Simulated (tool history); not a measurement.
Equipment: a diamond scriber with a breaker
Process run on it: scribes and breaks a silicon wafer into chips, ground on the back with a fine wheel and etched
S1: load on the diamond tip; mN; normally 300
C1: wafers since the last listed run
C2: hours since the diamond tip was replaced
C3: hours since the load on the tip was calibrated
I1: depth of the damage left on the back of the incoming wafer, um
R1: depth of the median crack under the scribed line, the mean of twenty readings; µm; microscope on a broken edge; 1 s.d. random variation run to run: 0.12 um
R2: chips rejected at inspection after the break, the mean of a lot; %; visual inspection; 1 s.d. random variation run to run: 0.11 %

{"run": 1, "hour": 0.0, "S1": 326, "C1": 0, "C2": 384.1, "C3": 1192.7, "I1": 0.66, "R1": 8.33, "R2": 1.92}
{"run": 2, "hour": 33.8, "S1": 326, "C1": 114, "C2": 417.9, "C3": 1226.5, "I1": 0.37, "R1": 8.52, "R2": 1.95}
{"hour": 63.5, "done": "diamond tip replaced by a new one"}
{"run": 3, "hour": 69.1, "S1": 326, "C1": 112, "C2": 5.6, "C3": 1261.8, "I1": 0.46, "R1": 9.19, "R2": 1.94}
{"run": 4, "hour": 154.3, "S1": 300, "C1": 287, "C2": 90.8, "C3": 1347, "I1": 0.52, "R1": 8.29, "R2": 2.25}
{"run": 5, "hour": 180.0, "S1": 300, "C1": 86, "C2": 116.5, "C3": 1372.7, "I1": 0.73, "R1": 8.12, "R2": 2.14}
{"run": 6, "hour": 198.9, "S1": 300, "C1": 63, "C2": 135.4, "C3": 1391.6, "I1": 0.51, "R1": 8.02, "R2": 2.11}
{"run": 7, "hour": 232.5, "S1": 300, "C1": 113, "C2": 169, "C3": 1425.2, "I1": 0.77, "R1": 8.11, "R2": 2.56}
{"run": 8, "hour": 253.4, "S1": 300, "C1": 70, "C2": 189.9, "C3": 1446.1, "I1": 0.39, "R1": 8.05, "R2": 2.61}
{"run": 9, "hour": 277.6, "S1": 300, "C1": 81, "C2": 214.1, "C3": 1470.3, "I1": 0.58, "R1": 7.93, "R2": 2.47}
{"run": 10, "hour": 310.2, "S1": 300, "C1": 110, "C2": 246.7, "C3": 1502.9, "I1": 0.56, "R1": 7.81, "R2": 2.77}
{"run": 11, "hour": 344.8, "S1": 270, "C1": 116, "C2": 281.3, "C3": 1537.5, "I1": 0.43, "R1": 7.28, "R2": 4.49}
{"run": 12, "hour": 373.1, "S1": 270, "C1": 95, "C2": 309.6, "C3": 1565.8, "I1": 0.38, "R1": 7.14, "R2": 4.43}
{"run": 13, "hour": 394.4, "S1": 241, "C1": 71, "C2": 330.9, "C3": 1587.1, "I1": 0.42, "R1": 6.73, "R2": 7.35}
{"run": 14, "hour": 418.9, "S1": 375, "C1": 82, "C2": 355.4, "C3": 1611.6, "I1": 0.67, "R1": 8.71, "R2": 1.67}
{"run": 15, "hour": 433.5, "S1": 300, "C1": 49, "C2": 370, "C3": 1626.2, "I1": 0.4, "R1": 8.1, "R2": 3.03}
{"run": 16, "hour": 453.8, "S1": 220, "C1": 68, "C2": 390.3, "C3": 1646.5, "I1": 0.76, "R1": 6.56, "R2": 11.18}
{"hour": 464.3, "done": "diamond tip replaced by a new one"}
{"run": 17, "hour": 475.4, "S1": 300, "C1": 66, "C2": 11.1, "C3": 1668.1, "I1": 0.48, "R1": 8.71, "R2": 1.76}
{"run": 18, "hour": 501.7, "S1": 300, "C1": 88, "C2": 37.4, "C3": 1694.4, "I1": 0.69, "R1": 8.42, "R2": 1.58}
{"hour": 519.1, "done": "load on the tip recalibrated"}
{"run": 19, "hour": 562.2, "S1": 265, "C1": 197, "C2": 97.9, "C3": 43.1, "I1": 0.76, "R1": 7.61, "R2": 3.55}
{"run": 20, "hour": 591.5, "S1": 252, "C1": 99, "C2": 127.2, "C3": 72.4, "I1": 0.4, "R1": 7.43, "R2": 5.18}
{"run": 21, "hour": 664.2, "S1": 334, "C1": 245, "C2": 199.9, "C3": 145.1, "I1": 0.59, "R1": 8.6, "R2": 1.72}
{"run": 22, "hour": 687.6, "S1": 268, "C1": 79, "C2": 223.3, "C3": 168.5, "I1": 0.52, "R1": 7.41, "R2": 4.41}
{"run": 23, "hour": 721.0, "S1": 262, "C1": 112, "C2": 256.7, "C3": 201.9, "I1": 0.77, "R1": 7.45, "R2": 5.35}
{"run": 24, "hour": 750.3, "S1": 358, "C1": 99, "C2": 286, "C3": 231.2, "I1": 0.52, "R1": 8.77, "R2": 1.9}

Below are 5 alternative next runs, each starting from the tool's condition after run 24. Predict each:
{"run": "A", "hour": 750.9, "S1": 346, "C1": 2, "C2": 286.6, "C3": 231.8, "I1": 0.32, "R1": "?", "R2": "?"}
{"run": "B", "hour": 750.9, "S1": 234, "C1": 2, "C2": 286.6, "C3": 231.8, "I1": 0.32, "R1": "?", "R2": "?"}
{"run": "C", "hour": 750.9, "S1": 235, "C1": 2, "C2": 286.6, "C3": 231.8, "I1": 0.32, "R1": "?", "R2": "?"}
{"run": "D", "hour": 750.9, "S1": 355, "C1": 2, "C2": 286.6, "C3": 231.8, "I1": 0.32, "R1": "?", "R2": "?"}
{"run": "E", "hour": 750.9, "S1": 353, "C1": 2, "C2": 286.6, "C3": 231.8, "I1": 0.32, "R1": "?", "R2": "?"}

run=A R1=8.54 R2=1.47
run=B R1=6.73 R2=7.04
run=C R1=6.75 R2=6.93
run=D R1=8.68 R2=1.46
run=E R1=8.65 R2=1.46
With no hidden state in the tool, these same runs would have given:
run=A R1=9.46 R2=2.15
run=B R1=7.45 R2=3.48
run=C R1=7.47 R2=3.41
run=D R1=9.61 R2=2.42
run=E R1=9.58 R2=2.36
